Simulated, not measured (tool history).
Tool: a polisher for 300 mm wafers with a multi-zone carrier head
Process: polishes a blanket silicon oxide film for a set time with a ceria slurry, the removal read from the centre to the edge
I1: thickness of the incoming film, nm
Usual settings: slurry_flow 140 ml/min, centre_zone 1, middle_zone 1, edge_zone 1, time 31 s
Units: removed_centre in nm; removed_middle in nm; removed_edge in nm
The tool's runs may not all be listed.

Run 1, hour 0: usual settings but middle_zone 1.06; I1 887.3. Result: removed_centre 133.5 nm, removed_middle 143 nm, removed_edge 136.8 nm.
At hour 71.1: edge zone pressure recalibrated.
Run 2, hour 105.4: usual settings but middle_zone 1.06; I1 880.1. Result: removed_centre 131.7 nm, removed_middle 139.2 nm, removed_edge 132.9 nm.
Run 3, hour 204.2: usual settings but slurry_flow 120 ml/min, middle_zone 1.06, time 40 s; I1 866.1. Result: removed_centre 161.9 nm, removed_middle 175.4 nm, removed_edge 167.9 nm.
Run 4, hour 298.6: usual settings but time 38 s; I1 880.7. Result: removed_centre 156.8 nm, removed_middle 163.5 nm, removed_edge 157.6 nm.
Run 5, hour 390.8: usual settings; I1 874.1. Result: removed_centre 127.4 nm, removed_middle 131.3 nm, removed_edge 131.2 nm.
At hour 412.3: worn pad replaced by a new one, of another model than before.
At hour 429.4: carrier head's membrane replaced by a new one.
At hour 480.8: slurry nozzle cleaned.
Run 6, hour 535.2: usual settings; I1 878.7. Result: removed_centre 135.3 nm, removed_middle 139.6 nm, removed_edge 135.7 nm.
Run 7, hour 607.2: usual settings but edge_zone 1.05; I1 866.3. Result: removed_centre 136.3 nm, removed_middle 140 nm, removed_edge 141.1 nm.
At hour 677.1: centre zone pressure recalibrated.
Run 8, hour 677.6: usual settings but centre_zone 0.91, middle_zone 0.95; I1 876.1. Result: removed_centre 123 nm, removed_middle 132.1 nm, removed_edge 132.7 nm.
At hour 705.3: edge zone pressure recalibrated.
Run 9, hour 747.3: usual settings but edge_zone 0.97; I1 868.7. Result: removed_centre 133 nm, removed_middle 136.5 nm, removed_edge 132.4 nm.
Run 10, hour 815.9: usual settings but slurry_flow 180 ml/min, edge_zone 1.05; I1 881.6. Result: removed_centre 135.2 nm, removed_middle 141.9 nm, removed_edge 139.3 nm.
Run 11, hour 916.7: usual settings but centre_zone 0.9, middle_zone 1.11, time 20 s; I1 893.6. Result: removed_centre 75.7 nm, removed_middle 94 nm, removed_edge 85.1 nm.
At hour 1025.2: worn pad replaced by a new one.
Run 12, hour 1095.2: usual settings but centre_zone 1.05; I1 859.7. Result: removed_centre 145.1 nm, removed_middle 141.7 nm, removed_edge 140.5 nm.
At hour 1139.1: slurry nozzle cleaned.
At hour 1145.9: carrier head's membrane replaced by a new one.
Run 13, hour 1180.3: usual settings but time 34 s; I1 880.9. Result: removed_centre 149.3 nm, removed_middle 152.6 nm, removed_edge 152.6 nm.
Run 14, hour 1217.7: usual settings but slurry_flow 160 ml/min, edge_zone 0.9, time 25 s; I1 867.3. Result: removed_centre 112.7 nm, removed_middle 115.7 nm, removed_edge 106.4 nm.
Run 15, hour 1314.4: usual settings but centre_zone 1.09, middle_zone 0.92; I1 860.4. Result: removed_centre 147.2 nm, removed_middle 127.9 nm, removed_edge 135.4 nm.
Run 16, hour 1367: usual settings but middle_zone 0.95, time 37 s; I1 873.4. Result: removed_centre 159.8 nm, removed_middle 157.9 nm, removed_edge 162.3 nm.
At hour 1382.3: edge zone pressure recalibrated.
Run 17, hour 1438.4: usual settings but middle_zone 0.92, edge_zone 1.06, time 36 s; I1 871.2. Result: removed_centre 152.8 nm, removed_middle 148.5 nm, removed_edge 160.4 nm.
At hour 1465.5: centre zone pressure recalibrated.
Run 18, hour 1545.8: usual settings but slurry_flow 185 ml/min, centre_zone 0.91, middle_zone 1.06, edge_zone 1.05; I1 888.6. Result: removed_centre 123.9 nm, removed_middle 146.7 nm, removed_edge 137.1 nm.
Run 19, hour 1590.4: usual settings but slurry_flow 125 ml/min; I1 876.2. Result: removed_centre 128.2 nm, removed_middle 133.1 nm, removed_edge 133.1 nm.
Run 20, hour 1637.9: usual settings but middle_zone 1.09; I1 884.9. Result: removed_centre 128.2 nm, removed_middle 144 nm, removed_edge 131.8 nm.
Run 21, hour 1725.3: usual settings but middle_zone 1.12, time 36 s; I1 885.7. Result: removed_centre 147.3 nm, removed_middle 170.3 nm, removed_edge 151 nm.
At hour 1780.5: carrier head's membrane replaced by a new one.
At hour 1852.7: worn pad replaced by a new one.
At hour 1856: slurry nozzle cleaned.
Run 22, hour 1991.6: usual settings but centre_zone 0.94, middle_zone 0.92, edge_zone 1.06, time 42 s; I1 878.8. Result: removed_centre 173 nm, removed_middle 175.3 nm, removed_edge 191.1 nm.
Run 23, hour 2032.8: usual settings but edge_zone 1.05; I1 883. Result: removed_centre 133.7 nm, removed_middle 135.1 nm, removed_edge 137.1 nm.

Forecast each of these 3 alternatives for the next run:
Run A, hour 2033.2: usual settings; I1 876.8. Result: removed_centre ?, removed_middle ?, removed_edge ?.
Run B, hour 2033.2: usual settings but slurry_flow 110 ml/min, middle_zone 0.89, edge_zone 1.1; I1 876.8. Result: removed_centre ?, removed_middle ?, removed_edge ?.
Run C, hour 2033.2: usual settings but slurry_flow 95 ml/min, middle_zone 1.06; I1 876.8. Result: removed_centre ?, removed_middle ?, removed_edge ?.

run  removed_centre  removed_middle  removed_edge
  A           131.1           135.6         135.1
  B           126.5           119.4         138.8
  C             124           135.7         130.4
Without the tool's hidden state the same runs would have given:
run  removed_centre  removed_middle  removed_edge
  A           136.9           141.7         141.2
  B           132.2           124.7         145.1
  C           129.6           141.8         136.3
